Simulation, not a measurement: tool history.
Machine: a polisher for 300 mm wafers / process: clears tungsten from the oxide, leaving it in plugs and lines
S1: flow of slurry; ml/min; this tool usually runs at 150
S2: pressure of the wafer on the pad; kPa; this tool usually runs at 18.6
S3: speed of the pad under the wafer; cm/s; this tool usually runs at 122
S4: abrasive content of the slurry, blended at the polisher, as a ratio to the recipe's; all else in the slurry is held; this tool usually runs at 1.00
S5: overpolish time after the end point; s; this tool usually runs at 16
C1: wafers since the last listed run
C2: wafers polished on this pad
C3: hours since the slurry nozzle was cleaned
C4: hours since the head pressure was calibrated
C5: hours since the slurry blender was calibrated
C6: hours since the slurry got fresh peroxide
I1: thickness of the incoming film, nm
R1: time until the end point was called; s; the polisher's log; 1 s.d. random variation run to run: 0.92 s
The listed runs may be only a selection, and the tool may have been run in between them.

Run 1, hour 0.0: usual settings but S2 20.7 kPa; C1 0; C2 880; C3 211.5; C4 946.3; C5 121.0; C6 68.0; I1 462.7. Result: R1 105.6 s.
At hour 15.6: slurry tank refilled with fresh slurry and peroxide.
At hour 20.0: worn pad replaced by a new one.
Run 2, hour 24.1: usual settings but S2 20.7 kPa; C1 105; C2 22; C3 235.6; C4 970.4; C5 145.1; C6 8.5; I1 468.0. Result: R1 97.2 s.
Run 3, hour 54.7: usual settings but S2 20.7 kPa; C1 169; C2 192; C3 266.2; C4 1001.0; C5 175.7; C6 39.1; I1 475.0. Result: R1 99.6 s.
Run 4, hour 90.2: usual settings but S2 14.5 kPa; C1 196; C2 389; C3 301.7; C4 1036.5; C5 211.2; C6 74.6; I1 471.9. Result: R1 131.6 s.
Run 5, hour 118.3: usual settings but S2 14.5 kPa; C1 155; C2 545; C3 329.8; C4 1064.6; C5 239.3; C6 102.7; I1 470.4. Result: R1 133.4 s.
At hour 120.5: slurry tank refilled with fresh slurry and peroxide.
Run 6, hour 146.6: usual settings but S2 14.5 kPa; C1 151; C2 696; C3 358.1; C4 1092.9; C5 267.6; C6 26.1; I1 469.9. Result: R1 137.1 s.
At hour 172.2: worn pad replaced by a new one.
Run 7, hour 172.7: usual settings; C1 122; C2 2; C3 384.2; C4 1119.0; C5 293.7; C6 52.2; I1 464.0. Result: R1 121.7 s.
At hour 179.5: head pressure recalibrated.
Run 8, hour 201.3: usual settings; C1 147; C2 150; C3 412.8; C4 21.8; C5 322.3; C6 80.8; I1 470.9. Result: R1 120.7 s.
At hour 209.9: slurry nozzle cleaned.
At hour 211.5: slurry tank refilled with fresh slurry and peroxide.
At hour 248.4: worn pad replaced by a new one, repeated, since the last time left the tool worse.
At hour 299.6: slurry tank refilled with fresh slurry and peroxide.
At hour 303.0: slurry blender recalibrated.
Run 9, hour 305.5: usual settings but S1 185 ml/min, S3 108 cm/s; C1 527; C2 300; C3 95.6; C4 126.0; C5 2.5; C6 5.9; I1 464.8. Result: R1 115.9 s.
Run 10, hour 319.2: usual settings; C1 75; C2 376; C3 109.3; C4 139.7; C5 16.2; C6 19.6; I1 471.9. Result: R1 111.4 s.
Run 11, hour 334.6: usual settings but S3 156 cm/s, S5 24 s; C1 85; C2 461; C3 124.7; C4 155.1; C5 31.6; C6 35.0; I1 471.7. Result: R1 87.2 s.
Run 12, hour 347.9: usual settings but S1 115 ml/min, S2 20.0 kPa, S4 0.90, S5 23 s; C1 73; C2 535; C3 138.0; C4 168.4; C5 44.9; C6 48.3; I1 473.5. Result: R1 114.1 s.
Run 13, hour 370.5: usual settings but S1 175 ml/min, S5 10 s; C1 125; C2 660; C3 160.6; C4 191.0; C5 67.5; C6 70.9; I1 470.2. Result: R1 109.9 s.
At hour 391.4: slurry tank refilled with fresh slurry and peroxide.
Run 14, hour 394.9: usual settings but S2 24.1 kPa, S4 0.85; C1 129; C2 790; C3 185.0; C4 215.4; C5 91.9; C6 3.5; I1 469.4. Result: R1 96.2 s.
At hour 400.2: worn pad replaced by a new one.
Run 15, hour 409.3: usual settings; C1 57; C2 50; C3 199.4; C4 229.8; C5 106.3; C6 17.9; I1 471.4. Result: R1 106.7 s.
Run 16, hour 441.4: usual settings but S2 23.4 kPa, S5 13 s; C1 177; C2 228; C3 231.5; C4 261.9; C5 138.4; C6 50.0; I1 464.7. Result: R1 89.7 s.
Run 17, hour 462.0: usual settings but S2 24.1 kPa, S5 20 s; C1 114; C2 342; C3 252.1; C4 282.5; C5 159.0; C6 70.6; I1 461.3. Result: R1 86.7 s.

Forecast each of these 3 alternatives for the next run:
Run A, hour 462.5: usual settings; C1 2; C2 345; C3 252.6; C4 283.0; C5 159.5; C6 71.1; I1 461.8. Result: R1 ?.
Run B, hour 462.5: usual settings but S3 100 cm/s, S5 12 s; C1 2; C2 345; C3 252.6; C4 283.0; C5 159.5; C6 71.1; I1 461.8. Result: R1 ?.
Run C, hour 462.5: usual settings but S1 185 ml/min, S2 21.4 kPa, S4 1.10; C1 2; C2 345; C3 252.6; C4 283.0; C5 159.5; C6 71.1; I1 461.8. Result: R1 ?.

run     R1
  A  105.7
  B  129.0
  C   90.3
Without the tool's hidden state the same runs would have given:
run     R1
  A  103.4
  B  126.2
  C   88.4
